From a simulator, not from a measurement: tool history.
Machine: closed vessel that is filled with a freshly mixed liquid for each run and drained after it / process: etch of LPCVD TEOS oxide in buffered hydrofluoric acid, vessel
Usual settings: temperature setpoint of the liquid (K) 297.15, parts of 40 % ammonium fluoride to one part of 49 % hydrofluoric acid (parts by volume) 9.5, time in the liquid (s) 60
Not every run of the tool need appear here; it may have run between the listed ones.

| run | day | temperature setpoint of the liquid (K) | parts of 40 % ammonium fluoride to one part of 49 % hydrofluoric acid (parts by volume) | time in the liquid (s) | wafers since the last listed run | hours since the thermometer was replaced | hours since the hydrofluoric acid flow meter was replaced | hours since the gauge calibration | read-back film thickness of the LPCVD TEOS oxide reference wafer, read on the same gauge (nm) | thickness taken off the LPCVD TEOS oxide on a monitor wafer (angstrom) |
|---|---|---|---|---|---|---|---|---|---|---|
| 1 | 0 | 297.15 | 9.5 | 60 | 0 | 533.5 | 1472.7 | 1773.2 | 70 | 1732.9 |
| 2 | 4.279 | 297.15 | 9.5 | 60 | 11885 | 636.2 | 1575.4 | 1875.9 | 70 | 1736.6 |
| 3 | 7.742 | 297.15 | 9.5 | 60 | 9617 | 719.3 | 1658.5 | 1959 | 70 | 1737 |
| 4 | 12.117 | 297.15 | 9.5 | 60 | 12152 | 824.3 | 1763.5 | 2064 | 70 | 1746.7 |
| 5 | 15.575 | 297.15 | 11.5 | 60 | 9605 | 907.3 | 1846.5 | 2147 | 69.97 | 1442.7 |
| 6 | 18.275 | 297.15 | 11.5 | 60 | 7499 | 972.1 | 1911.3 | 2211.8 | 69.98 | 1444.3 |
| 7 | 21.733 | 297.15 | 11.5 | 60 | 9605 | 1055.1 | 1994.3 | 2294.8 | 70 | 1452.3 |
| 8 | 24.433 | 297.15 | 9.5 | 60 | 7499 | 1119.9 | 2059.1 | 2359.6 | 69.99 | 1751.6 |
| 9 | 26.629 | 297.15 | 9.5 | 60 | 6099 | 1172.6 | 2111.8 | 2412.3 | 70 | 1744.9 |
|  | 27.95 | hydrofluoric acid flow meter replaced |
|  | 28.062 | thermometer replaced |
| 10 | 30.346 | 297.15 | 9.5 | 60 | 10092 | 54.8 | 57.5 | 2501.5 | 70 | 1736.7 |
| 11 | 33.562 | 297.15 | 9.5 | 60 | 8934 | 132 | 134.7 | 2578.7 | 69.99 | 1740.1 |
| 12 | 38.342 | 297.15 | 9.5 | 60 | 13274 | 246.7 | 249.4 | 2693.4 | 69.99 | 1751.2 |
| 13 | 42.354 | 297.15 | 9.5 | 60 | 11145 | 343 | 345.7 | 2789.7 | 70.01 | 1754.2 |
| 14 | 44.333 | 297.15 | 9.5 | 60 | 5497 | 390.5 | 393.2 | 2837.2 | 70.01 | 1760.3 |
| 15 | 46.788 | 297.15 | 9.5 | 60 | 6816 | 449.4 | 452.1 | 2896.1 | 69.98 | 1749.7 |
| 16 | 49.554 | 297.15 | 9.5 | 60 | 7684 | 515.8 | 518.5 | 2962.5 | 70.01 | 1770.3 |
| 17 | 52.9 | 292.65 | 12.5 | 70 | 9293 | 596.1 | 598.8 | 3042.8 | 70.02 | 1247.4 |
| 18 | 57.392 | 301.15 | 11 | 60 | 12476 | 703.9 | 706.6 | 3150.6 | 69.99 | 1920.5 |
| 19 | 61.804 | 301.65 | 12.5 | 60 | 12256 | 809.8 | 812.5 | 3256.5 | 70.04 | 1741.2 |
|  | 68.379 | gauge calibrated |
| 20 | 68.762 | 297.15 | 10.5 | 30 | 19327 | 976.8 | 979.5 | 9.2 | 70 | 817.8 |
| 21 | 73.129 | 295.65 | 12.5 | 45 | 12128 | 1081.6 | 1084.3 | 114 | 70 | 955.6 |
| 22 | 74.892 | 297.15 | 6.5 | 40 | 4895 | 1123.9 | 1126.6 | 156.3 | 70.01 | 1701.3 |
|  | 76.2 | thermometer replaced |
| 23 | 78.683 | 297.15 | 9.5 | 60 | 10416 | 59.6 | 1217.6 | 247.3 | 70.01 | 1717.3 |
| 24 | 80.625 | 293.15 | 11 | 60 | 5393 | 106.2 | 1264.2 | 293.9 | 69.99 | 1200.6 |
| 25 | 83.025 | 297.15 | 9.5 | 60 | 6666 | 163.8 | 1321.8 | 351.5 | 69.97 | 1717.7 |
| 26 | 85.554 | 297.15 | 7.5 | 45 | 7025 | 224.5 | 1382.5 | 412.2 | 69.99 | 1600.3 |
| 27 | 87.304 | 293.15 | 13 | 50 | 4860 | 266.5 | 1424.5 | 454.2 | 70 | 852 |
| 28 | 89.479 | 297.15 | 11 | 30 | 6041 | 318.7 | 1476.7 | 506.4 | 70.01 | 752.5 |
| 29 | 92.488 | 293.15 | 9.5 | 60 | 8355 | 390.9 | 1548.9 | 578.6 | 69.99 | 1389 |
| 30 | 96.846 | 297.15 | 9.5 | 60 | 12105 | 495.5 | 1653.5 | 683.2 | 70.01 | 1723.8 |
| 31 | 99.358 | 297.15 | 7 | 40 | 6978 | 555.8 | 1713.8 | 743.5 | 70.02 | 1541.4 |
| 32 | 101.304 | 297.15 | 11.5 | 60 | 5404 | 602.5 | 1760.5 | 790.2 | 69.98 | 1441.8 |
| 33 | 105.321 | 301.15 | 6.5 | 35 | 11156 | 698.9 | 1856.9 | 886.6 | 69.98 | 1803.9 |
| 34 | 107.962 | 297.15 | 9.5 | 60 | 7337 | 762.3 | 1920.3 | 950 | 70 | 1739.5 |

Measured minus without-hidden-state, run by run (identical run-to-run variation in each term; gauge scatter may differ):
The hidden state here: liquid hotter than its thermometer reads (K); hydrofluoric acid flow below the setpoint (%); gauge reads high (%).
| run | thickness taken off the LPCVD TEOS oxide on a monitor wafer (angstrom) |
|---|---|
| 1 | -7.1 |
| 2 | -3 |
| 3 | +0.6 |
| 4 | +4.6 |
| 5 | -18.4 |
| 6 | -17.5 |
| 7 | -15.5 |
| 8 | +13.9 |
| 9 | +15.6 |
| 10 | +10.4 |
| 11 | +13.3 |
| 12 | +18.2 |
| 13 | +22.6 |
| 14 | +24.5 |
| 15 | +26.6 |
| 16 | +30 |
| 17 | +18.5 |
| 18 | +28.4 |
| 19 | +28.8 |
| 20 | +16.3 |
| 21 | +20.8 |
| 22 | +41.9 |
| 23 | -23.8 |
| 24 | -27.2 |
| 25 | -19.7 |
| 26 | -38.8 |
| 27 | -17.1 |
| 28 | -14.3 |
| 29 | -7.7 |
| 30 | -6.2 |
| 31 | -30.2 |
| 32 | -21.5 |
| 33 | -16.9 |
| 34 | +4.2 |

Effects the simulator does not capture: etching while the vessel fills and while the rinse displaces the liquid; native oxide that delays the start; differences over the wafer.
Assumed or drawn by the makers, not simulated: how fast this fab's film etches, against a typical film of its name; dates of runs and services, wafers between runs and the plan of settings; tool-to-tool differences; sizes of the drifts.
